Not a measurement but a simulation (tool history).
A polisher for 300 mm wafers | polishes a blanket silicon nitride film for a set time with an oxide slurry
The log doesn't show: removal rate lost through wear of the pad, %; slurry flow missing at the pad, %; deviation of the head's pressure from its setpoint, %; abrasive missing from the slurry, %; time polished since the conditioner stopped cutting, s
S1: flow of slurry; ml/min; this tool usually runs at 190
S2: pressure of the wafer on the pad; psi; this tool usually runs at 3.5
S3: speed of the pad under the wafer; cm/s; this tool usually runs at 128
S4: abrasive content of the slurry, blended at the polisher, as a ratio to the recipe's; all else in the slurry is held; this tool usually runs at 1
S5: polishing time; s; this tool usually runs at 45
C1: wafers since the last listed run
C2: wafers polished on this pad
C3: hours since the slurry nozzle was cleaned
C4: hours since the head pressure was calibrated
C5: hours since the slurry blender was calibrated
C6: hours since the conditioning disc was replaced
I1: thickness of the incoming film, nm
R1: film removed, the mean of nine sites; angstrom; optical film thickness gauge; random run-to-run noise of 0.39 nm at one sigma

| run | hour | S1 | S2 | S3 | S4 | S5 | C1 | C2 | C3 | C4 | C5 | C6 | I1 | R1 |
|---|---|---|---|---|---|---|---|---|---|---|---|---|---|---|
| 1 | 0 | 190 | 3.5 | 128 | 1 | 45 | 0 | 31 | 1.4 | 180 | 116.3 | 322.3 | 593.5 | 313 |
| 2 | 13.3 | 190 | 3.5 | 128 | 1 | 45 | 162 | 193 | 14.7 | 193.3 | 129.6 | 335.6 | 591.8 | 311 |
| 3 | 30.1 | 190 | 3.5 | 128 | 1 | 45 | 205 | 399 | 31.5 | 210.1 | 146.4 | 352.4 | 607.1 | 318 |
| 4 | 45.1 | 190 | 3.5 | 128 | 1.15 | 45 | 183 | 582 | 46.5 | 225.1 | 161.4 | 367.4 | 591.8 | 335 |
| 5 | 60.2 | 190 | 3.5 | 128 | 1.15 | 45 | 184 | 767 | 61.6 | 240.2 | 176.5 | 382.5 | 596.7 | 329 |
|  | 74.2 | worn pad replaced by a new one |
| 6 | 78.2 | 190 | 3.5 | 128 | 1.15 | 45 | 171 | 49 | 79.6 | 258.2 | 194.5 | 400.5 | 597.4 | 326 |
| 7 | 94.7 | 190 | 3.5 | 144 | 1 | 45 | 201 | 250 | 96.1 | 274.7 | 211 | 417 | 598.2 | 336 |
| 8 | 105.4 | 190 | 3.5 | 144 | 1 | 45 | 130 | 381 | 106.8 | 285.4 | 221.7 | 427.7 | 604.2 | 346 |
| 9 | 114.4 | 190 | 3.5 | 144 | 1 | 45 | 110 | 491 | 115.8 | 294.4 | 230.7 | 436.7 | 599 | 338 |
|  | 125.9 | conditioning disc replaced and pad reconditioned |
| 10 | 129 | 190 | 3.5 | 128 | 1 | 45 | 154 | 645 | 130.4 | 309 | 245.3 | 3.1 | 589.9 | 304 |
| 11 | 139 | 190 | 3.5 | 128 | 1 | 45 | 122 | 768 | 140.4 | 319 | 255.3 | 13.1 | 606.3 | 308 |
| 12 | 148 | 190 | 3.5 | 128 | 1 | 45 | 110 | 878 | 149.4 | 328 | 264.3 | 22.1 | 597.7 | 303 |
|  | 165.1 | worn pad replaced by a new one |
| 13 | 165.6 | 190 | 3.5 | 128 | 1 | 45 | 166 | 5 | 167 | 345.6 | 281.9 | 39.7 | 604.6 | 301 |
| 14 | 173.4 | 190 | 3.5 | 128 | 1 | 45 | 95 | 101 | 174.8 | 353.4 | 289.7 | 47.5 | 610.4 | 297 |
| 15 | 182.6 | 190 | 3.5 | 128 | 1 | 45 | 112 | 213 | 184 | 362.6 | 298.9 | 56.7 | 597.6 | 297 |
| 16 | 196.5 | 190 | 3.5 | 128 | 1 | 45 | 169 | 383 | 197.9 | 376.5 | 312.8 | 70.6 | 602.7 | 304 |
| 17 | 207.2 | 190 | 3.2 | 128 | 1.25 | 45 | 130 | 514 | 208.6 | 387.2 | 323.5 | 81.3 | 599.6 | 304 |
| 18 | 219.5 | 190 | 3.5 | 100 | 1 | 45 | 150 | 665 | 220.9 | 399.5 | 335.8 | 93.6 | 607 | 237 |
|  | 225.8 | head pressure recalibrated |
| 19 | 228.8 | 190 | 3.5 | 110 | 1 | 50 | 89 | 754 | 230.2 | 3 | 345.1 | 102.9 | 594.1 | 294 |
|  | 238.9 | worn pad replaced by a new one |
| 20 | 240.9 | 190 | 4.1 | 164 | 1 | 52 | 99 | 24 | 242.3 | 15.1 | 357.2 | 115 | 596 | 466 |
| 21 | 251.5 | 190 | 3.5 | 128 | 1.15 | 45 | 129 | 154 | 252.9 | 25.7 | 367.8 | 125.6 | 595.1 | 309 |
| 22 | 265.3 | 190 | 4.5 | 128 | 1 | 29 | 168 | 323 | 266.7 | 39.5 | 381.6 | 139.4 | 607.3 | 224 |
|  | 276.4 | slurry blender recalibrated |
| 23 | 278.1 | 190 | 3.5 | 128 | 1 | 60 | 132 | 455 | 279.5 | 52.3 | 1.7 | 152.2 | 598.1 | 435 |
|  | 282.1 | slurry nozzle cleaned |
| 24 | 288.3 | 190 | 3.5 | 154 | 1 | 45 | 112 | 567 | 6.2 | 62.5 | 11.9 | 162.4 | 606.8 | 371 |
| 25 | 298.5 | 210 | 3.1 | 112 | 1 | 58 | 124 | 692 | 16.4 | 72.7 | 22.1 | 172.6 | 597.4 | 347 |
| 26 | 306 | 190 | 2.5 | 128 | 1.1 | 45 | 91 | 784 | 23.9 | 80.2 | 29.6 | 180.1 | 604.7 | 255 |
|  | 317.5 | worn pad replaced by a new one |
| 27 | 359.5 | 245 | 3.5 | 92 | 1 | 45 | 605 | 513 | 77.4 | 133.7 | 83.1 | 233.6 | 589.7 | 249 |

Each row is a separate what-if for the run after 27, all from the same tool condition, not one after another. Results?
| A | 359.9 | 190 | 3.5 | 128 | 1 | 45 | 4 | 517 | 77.8 | 134.1 | 83.5 | 234 | 603.2 | ? |
| B | 359.9 | 190 | 3.8 | 116 | 1.25 | 45 | 4 | 517 | 77.8 | 134.1 | 83.5 | 234 | 603.2 | ? |
| C | 359.9 | 210 | 3.5 | 90 | 1 | 45 | 4 | 517 | 77.8 | 134.1 | 83.5 | 234 | 603.2 | ? |

| run | R1 |
|---|---|
| A | 317 |
| B | 341 |
| C | 242 |
What these runs would have given with no unlogged condition in the tool:
| run | R1 |
|---|---|
| A | 324 |
| B | 348 |
| C | 248 |

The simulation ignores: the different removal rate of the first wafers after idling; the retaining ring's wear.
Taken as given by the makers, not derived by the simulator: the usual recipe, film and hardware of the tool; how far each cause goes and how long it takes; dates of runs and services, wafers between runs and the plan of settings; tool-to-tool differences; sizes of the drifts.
